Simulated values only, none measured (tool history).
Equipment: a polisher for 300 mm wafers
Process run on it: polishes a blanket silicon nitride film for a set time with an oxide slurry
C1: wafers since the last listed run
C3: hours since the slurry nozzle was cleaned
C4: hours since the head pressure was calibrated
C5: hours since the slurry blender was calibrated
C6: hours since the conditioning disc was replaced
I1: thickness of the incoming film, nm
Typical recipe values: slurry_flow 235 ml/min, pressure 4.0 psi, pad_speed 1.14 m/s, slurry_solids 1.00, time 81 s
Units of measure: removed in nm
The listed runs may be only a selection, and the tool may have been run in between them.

run 1 hour=0.0 | slurry_flow=235 pressure=4.0 pad_speed=1.14 slurry_solids=1.00 time=81 | C1=0 wafers_polished_on_this_pad=14 C3=141.8 C4=422.0 C5=95.0 C6=100.0 | I1=297.6 | removed=68.8
run 2 hour=25.0 | slurry_flow=235 pressure=4.0 pad_speed=1.14 slurry_solids=1.00 time=81 | C1=238 wafers_polished_on_this_pad=252 C3=166.8 C4=447.0 C5=120.0 C6=125.0 | I1=300.0 | removed=67.8
run 3 hour=40.3 | slurry_flow=235 pressure=4.0 pad_speed=1.14 slurry_solids=1.00 time=81 | C1=146 wafers_polished_on_this_pad=398 C3=182.1 C4=462.3 C5=135.3 C6=140.3 | I1=300.0 | removed=67.8
run 4 hour=57.5 | slurry_flow=235 pressure=4.0 pad_speed=1.14 slurry_solids=1.00 time=81 | C1=164 wafers_polished_on_this_pad=563 C3=199.3 C4=479.5 C5=152.5 C6=157.5 | I1=293.3 | removed=66.9
run 5 hour=76.8 | slurry_flow=235 pressure=4.0 pad_speed=1.14 slurry_solids=1.00 time=81 | C1=184 wafers_polished_on_this_pad=747 C3=218.6 C4=498.8 C5=171.8 C6=176.8 | I1=299.4 | removed=67.4
run 6 hour=109.6 | slurry_flow=235 pressure=4.0 pad_speed=1.14 slurry_solids=1.00 time=81 | C1=313 wafers_polished_on_this_pad=1060 C3=251.4 C4=531.6 C5=204.6 C6=209.6 | I1=295.5 | removed=66.4
-- hour=128.4 worn pad replaced by a new one
run 7 hour=128.9 | slurry_flow=235 pressure=4.0 pad_speed=1.14 slurry_solids=1.00 time=81 | C1=146 wafers_polished_on_this_pad=4 C3=270.7 C4=550.9 C5=223.9 C6=228.9 | I1=301.3 | removed=65.1
run 8 hour=141.9 | slurry_flow=235 pressure=4.5 pad_speed=1.14 slurry_solids=1.00 time=81 | C1=124 wafers_polished_on_this_pad=128 C3=283.7 C4=563.9 C5=236.9 C6=241.9 | I1=296.5 | removed=72.3
run 9 hour=168.7 | slurry_flow=235 pressure=4.0 pad_speed=1.14 slurry_solids=1.00 time=81 | C1=255 wafers_polished_on_this_pad=384 C3=310.5 C4=590.7 C5=263.7 C6=268.7 | I1=296.2 | removed=65.9
run 10 hour=189.3 | slurry_flow=235 pressure=4.0 pad_speed=1.14 slurry_solids=1.00 time=81 | C1=196 wafers_polished_on_this_pad=581 C3=331.1 C4=611.3 C5=284.3 C6=289.3 | I1=301.4 | removed=65.5
-- hour=216.8 slurry blender recalibrated
-- hour=258.4 worn pad replaced by a new one
run 11 hour=272.0 | slurry_flow=235 pressure=4.0 pad_speed=1.14 slurry_solids=1.00 time=81 | C1=732 wafers_polished_on_this_pad=129 C3=413.8 C4=694.0 C5=55.2 C6=372.0 | I1=303.9 | removed=63.6
run 12 hour=284.6 | slurry_flow=235 pressure=4.0 pad_speed=1.14 slurry_solids=1.00 time=81 | C1=120 wafers_polished_on_this_pad=249 C3=426.4 C4=706.6 C5=67.8 C6=384.6 | I1=305.4 | removed=62.9
run 13 hour=301.4 | slurry_flow=235 pressure=4.0 pad_speed=1.14 slurry_solids=1.00 time=81 | C1=160 wafers_polished_on_this_pad=410 C3=443.2 C4=723.4 C5=84.6 C6=401.4 | I1=303.1 | removed=63.5
run 14 hour=330.5 | slurry_flow=235 pressure=5.0 pad_speed=1.02 slurry_solids=1.00 time=81 | C1=277 wafers_polished_on_this_pad=688 C3=472.3 C4=752.5 C5=113.7 C6=430.5 | I1=294.5 | removed=72.4
-- hour=339.8 slurry nozzle cleaned
run 15 hour=347.2 | slurry_flow=235 pressure=4.0 pad_speed=1.14 slurry_solids=1.00 time=81 | C1=149 wafers_polished_on_this_pad=838 C3=7.4 C4=769.2 C5=130.4 C6=447.2 | I1=303.2 | removed=62.0
run 16 hour=375.6 | slurry_flow=175 pressure=4.0 pad_speed=0.96 slurry_solids=1.00 time=81 | C1=271 wafers_polished_on_this_pad=1109 C3=35.8 C4=797.6 C5=158.8 C6=475.6 | I1=304.7 | removed=54.5
-- hour=398.3 worn pad replaced by a new one
run 17 hour=406.6 | slurry_flow=235 pressure=4.6 pad_speed=1.14 slurry_solids=1.00 time=81 | C1=257 wafers_polished_on_this_pad=79 C3=66.8 C4=828.6 C5=189.8 C6=506.6 | I1=300.2 | removed=71.7
run 18 hour=426.9 | slurry_flow=235 pressure=3.2 pad_speed=1.40 slurry_solids=0.90 time=93 | C1=193 wafers_polished_on_this_pad=273 C3=87.1 C4=848.9 C5=210.1 C6=526.9 | I1=301.5 | removed=59.2
-- hour=453.1 head pressure recalibrated
run 19 hour=453.6 | slurry_flow=200 pressure=4.7 pad_speed=1.14 slurry_solids=0.75 time=60 | C1=235 wafers_polished_on_this_pad=509 C3=113.8 C4=0.5 C5=236.8 C6=553.6 | I1=300.1 | removed=43.8
-- hour=468.7 conditioning disc replaced and pad reconditioned
run 20 hour=483.3 | slurry_flow=260 pressure=2.7 pad_speed=1.14 slurry_solids=0.85 time=93 | C1=264 wafers_polished_on_this_pad=773 C3=143.5 C4=30.2 C5=266.5 C6=14.6 | I1=306.5 | removed=49.3
-- hour=512.5 slurry blender recalibrated
run 21 hour=519.2 | slurry_flow=195 pressure=3.5 pad_speed=1.14 slurry_solids=1.00 time=54 | C1=323 wafers_polished_on_this_pad=1097 C3=179.4 C4=66.1 C5=6.7 C6=50.5 | I1=299.9 | removed=39.3
run 22 hour=546.4 | slurry_flow=235 pressure=3.5 pad_speed=1.14 slurry_solids=1.15 time=95 | C1=259 wafers_polished_on_this_pad=1357 C3=206.6 C4=93.3 C5=33.9 C6=77.7 | I1=299.0 | removed=75.7
-- hour=561.5 worn pad replaced by a new one
run 23 hour=569.4 | slurry_flow=285 pressure=4.0 pad_speed=1.14 slurry_solids=1.10 time=81 | C1=181 wafers_polished_on_this_pad=75 C3=229.6 C4=116.3 C5=56.9 C6=100.7 | I1=300.6 | removed=72.8
run 24 hour=603.7 | slurry_flow=235 pressure=4.0 pad_speed=1.14 slurry_solids=1.00 time=81 | C1=327 wafers_polished_on_this_pad=403 C3=263.9 C4=150.6 C5=91.2 C6=135.0 | I1=295.5 | removed=66.4
run 25 hour=637.0 | slurry_flow=200 pressure=5.3 pad_speed=0.88 slurry_solids=1.00 time=81 | C1=318 wafers_polished_on_this_pad=721 C3=297.2 C4=183.9 C5=124.5 C6=168.3 | I1=300.2 | removed=75.5
run 26 hour=672.5 | slurry_flow=235 pressure=4.0 pad_speed=1.36 slurry_solids=0.80 time=81 | C1=339 wafers_polished_on_this_pad=1060 C3=332.7 C4=219.4 C5=160.0 C6=203.8 | I1=302.7 | removed=62.9

Each row is a separate what-if for the run after 26, all from the same tool condition, not one after another. Results?
run A hour=673.0 | slurry_flow=235 pressure=4.0 pad_speed=1.14 slurry_solids=0.90 time=81 | C1=4 wafers_polished_on_this_pad=1065 C3=333.2 C4=219.9 C5=160.5 C6=204.3 | I1=300.7 | removed=?
run B hour=673.0 | slurry_flow=235 pressure=4.0 pad_speed=1.14 slurry_solids=1.15 time=81 | C1=4 wafers_polished_on_this_pad=1065 C3=333.2 C4=219.9 C5=160.5 C6=204.3 | I1=300.7 | removed=?
run C hour=673.0 | slurry_flow=210 pressure=4.0 pad_speed=1.14 slurry_solids=1.00 time=105 | C1=4 wafers_polished_on_this_pad=1065 C3=333.2 C4=219.9 C5=160.5 C6=204.3 | I1=300.7 | removed=?
run D hour=673.0 | slurry_flow=235 pressure=4.0 pad_speed=1.14 slurry_solids=1.00 time=95 | C1=4 wafers_polished_on_this_pad=1065 C3=333.2 C4=219.9 C5=160.5 C6=204.3 | I1=300.7 | removed=?

run=A removed=61.2
run=B removed=69.8
run=C removed=83.1
run=D removed=76.2
Take away the tool's hidden state, keep each run's random variation, and the runs would have read:
run=A removed=64.6
run=B removed=73.7
run=C removed=87.7
run=D removed=80.4
